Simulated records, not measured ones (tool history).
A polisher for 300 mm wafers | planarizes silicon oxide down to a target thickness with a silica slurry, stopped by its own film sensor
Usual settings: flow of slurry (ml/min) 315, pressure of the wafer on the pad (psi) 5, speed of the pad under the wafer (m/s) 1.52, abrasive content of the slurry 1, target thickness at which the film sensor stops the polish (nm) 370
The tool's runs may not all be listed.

run	hour	flow of slurry (ml/min)	pressure of the wafer on the pad (psi)	speed of the pad under the wafer (m/s)	abrasive content of the slurry	target thickness at which the film sensor stops the polish (nm)	wafers since the last listed run	wafers polished on this pad	hours since the slurry nozzle was cleaned	hours since the head pressure was calibrated	hours since the slurry blender was calibrated	hours since the conditioning disc was replaced	incoming thickness of the incoming film, nm	time until the film sensor stopped the polish (s)
1	0	315	5	1.52	1	370	0	43	123.1	169.5	240.5	124.4	1011	146.6
2	45.5	315	5	1.82	1	370	286	330	168.6	215	286	169.9	1012.1	123.3
3	74.1	315	5	1.52	1	370	180	510	197.2	243.6	314.6	198.5	1012.8	146.2
4	144.4	355	5	1.52	1	370	443	953	267.5	313.9	384.9	268.8	1003.5	141.8
# hour 211.5: slurry blender recalibrated
5	266	315	5	1.08	1	252	754	1707	389.1	435.5	54.5	390.4	998.4	221.1
# hour 303.9: conditioning disc replaced and pad reconditioned
6	313.8	315	5	1.96	1	513	288	1996	436.9	483.3	102.3	9.9	988.1	88
# hour 347.2: slurry nozzle cleaned
7	374.4	315	5	2.04	1	370	375	2372	27.2	543.9	162.9	70.5	1008.3	113.5
8	422.9	315	5	1.52	1	370	305	2678	75.7	592.4	211.4	119	1010.6	143.8
9	453.2	230	5	1.52	1	370	191	2869	106	622.7	241.7	149.3	990.5	142.6
# hour 473.3: head pressure recalibrated
# hour 497.5: worn pad replaced by a new one
10	627.6	315	5	1.52	1	370	1061	820	280.4	154.3	416.1	323.7	1006	142.2
11	678	315	4.5	1.52	1	370	317	1137	330.8	204.7	466.5	374.1	1010.9	160.1
12	711.4	315	5	1.52	1	493	210	1348	364.2	238.1	499.9	407.5	989.3	112.3
# hour 715.5: slurry blender recalibrated
13	740.2	420	5	1.52	1	370	168	1517	393	266.9	24.7	436.3	1011.5	144
# hour 790.1: conditioning disc replaced and pad reconditioned
14	811.4	315	5	1.52	1	370	436	1953	464.2	338.1	95.9	21.3	1014	144.6
15	839.5	315	5	1.52	1	370	177	2130	492.3	366.2	124	49.4	1014	143.3
# hour 845.8: slurry nozzle cleaned
16	900.1	250	5	1.52	1	370	375	2506	54.3	426.8	184.6	110	1017.2	146.2
17	970.8	315	4.3	1.52	1	505	445	2952	125	497.5	255.3	180.7	1008.1	130.9
# hour 1003.2: worn pad replaced by a new one
18	1025.1	315	6	1.52	0.75	370	317	137	179.3	551.8	309.6	235	995.3	125.5
19	1057.9	250	4.1	1.8	1	482	206	344	212.1	584.6	342.4	267.8	1022	130.5
# hour 1104.3: head pressure recalibrated
20	1119.3	315	5	1.52	1	291	374	719	273.5	15	403.8	329.2	998.4	157.1
21	1173.1	315	5	1.52	1	370	339	1058	327.3	68.8	457.6	383	1006.9	140.2
# hour 1240.3: conditioning disc replaced and pad reconditioned
22	1245	230	5	1.92	0.85	370	440	1499	399.2	140.7	529.5	4.7	1012.3	127.3
# hour 1249: slurry blender recalibrated
23	1282.9	315	5	1.52	1.2	370	226	1725	437.1	178.6	33.9	42.6	1024.5	140.4
# hour 1313.9: slurry nozzle cleaned
24	1334.6	315	5	1.96	1.3	370	319	2045	20.7	230.3	85.6	94.3	1010.5	108.9

Forecast each of these 5 alternatives for the next run:
A	1335.1	315	5	1.52	1	544	3	2048	21.2	230.8	86.1	94.8	1009.1	?
B	1335.1	315	5	1.88	1	190	3	2048	21.2	230.8	86.1	94.8	1009.1	?
C	1335.1	315	4.2	1.52	1.2	252	3	2048	21.2	230.8	86.1	94.8	1009.1	?
D	1335.1	215	4.1	1.52	0.8	232	3	2048	21.2	230.8	86.1	94.8	1009.1	?
E	1335.1	415	6.5	1.52	1.2	370	3	2048	21.2	230.8	86.1	94.8	1009.1	?

run	time until the film sensor stopped the polish (s)
A	104.4
B	155
C	192.1
D	230.8
E	103.4
Without the tool's hidden state the same runs would have given:
run	time until the film sensor stopped the polish (s)
A	104.4
B	155
C	192.1
D	230.8
E	103.4
